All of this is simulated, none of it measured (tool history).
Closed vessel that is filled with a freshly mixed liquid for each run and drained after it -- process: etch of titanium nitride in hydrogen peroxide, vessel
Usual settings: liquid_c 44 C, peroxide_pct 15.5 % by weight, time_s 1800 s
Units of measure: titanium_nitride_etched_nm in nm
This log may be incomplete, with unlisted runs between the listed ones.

| run | hour | liquid_c | peroxide_pct | time_s | read-back film thickness of the titanium nitride reference wafer, read on the same gauge (nm) | titanium_nitride_etched_nm |
|---|---|---|---|---|---|---|
| 1 | 0 | 38 | 15.5 | 1800 | 70 | 15.88 |
| 2 | 40 | 44 | 15.5 | 1800 | 70.02 | 24.79 |
|  | 41.9 | new drum of peroxide connected |
| 3 | 245 | 44 | 15.5 | 2030 | 70.04 | 28.12 |
| 4 | 277.6 | 44 | 15.5 | 2030 | 70.03 | 28.34 |
| 5 | 324 | 44 | 16.5 | 1800 | 70.03 | 25.23 |
|  | 388 | gauge calibrated |
| 6 | 390.2 | 44 | 16.5 | 1800 | 70.01 | 25.44 |
|  | 408.9 | new drum of peroxide connected |
| 7 | 450.5 | 44 | 16.5 | 1800 | 70 | 25.45 |
| 8 | 515.4 | 44 | 15.5 | 1800 | 69.99 | 24.66 |
|  | 573.6 | peroxide flow meter replaced |
| 9 | 574.1 | 44 | 15.5 | 1800 | 70.03 | 24.76 |
| 10 | 618.1 | 49 | 15.5 | 1090 | 70.01 | 21.6 |
| 11 | 661.2 | 49 | 15.5 | 1090 | 70.02 | 21.57 |
|  | 720.8 | thermometer replaced |
| 12 | 733 | 37 | 19.5 | 730 | 69.98 | 6.58 |
|  | 785.1 | new drum of peroxide connected |
| 13 | 801 | 44 | 17 | 1800 | 70.01 | 26.79 |
| 14 | 825.7 | 44 | 12 | 1800 | 70 | 24.82 |
| 15 | 878.3 | 50 | 13 | 2785 | 70 | 61.51 |
| 16 | 947.6 | 44 | 15.5 | 2280 | 69.99 | 33 |
| 17 | 982.4 | 49 | 15.5 | 1800 | 69.98 | 37.77 |
| 18 | 1054.5 | 37.5 | 15.5 | 2650 | 70 | 23.23 |
|  | 1086.9 | gauge calibrated |
| 19 | 1103.6 | 38 | 17 | 2120 | 70.04 | 19.72 |
| 20 | 1130.2 | 44 | 15.5 | 1800 | 70.01 | 25.95 |
|  | 1195.8 | new drum of peroxide connected |
| 21 | 1295.8 | 44 | 15.5 | 1800 | 69.97 | 25.88 |
| 22 | 1365 | 49 | 17.5 | 1520 | 69.96 | 32.33 |

Each row is a separate what-if for the run after 22, all from the same tool condition, not one after another. Results?
| A | 1366.2 | 51.5 | 15.5 | 1800 | ? | ? |
| B | 1366.2 | 37 | 12 | 2420 | ? | ? |
| C | 1366.2 | 38 | 13.5 | 2270 | ? | ? |
| D | 1366.2 | 54 | 17 | 2860 | ? | ? |
| E | 1366.2 | 44 | 17.5 | 1800 | ? | ? |

| run | read-back film thickness of the titanium nitride reference wafer, read on the same gauge (nm) | titanium_nitride_etched_nm |
|---|---|---|
| A | 70.01 | 44.23 |
| B | 70.01 | 18.98 |
| C | 70.01 | 19.74 |
| D | 70.01 | 85.62 |
| E | 70.01 | 26.17 |
Had the tool no hidden state, the same runs would have come out as:
| run | titanium_nitride_etched_nm |
|---|---|
| A | 45.23 |
| B | 19.45 |
| C | 20.22 |
| D | 87.51 |
| E | 26.79 |
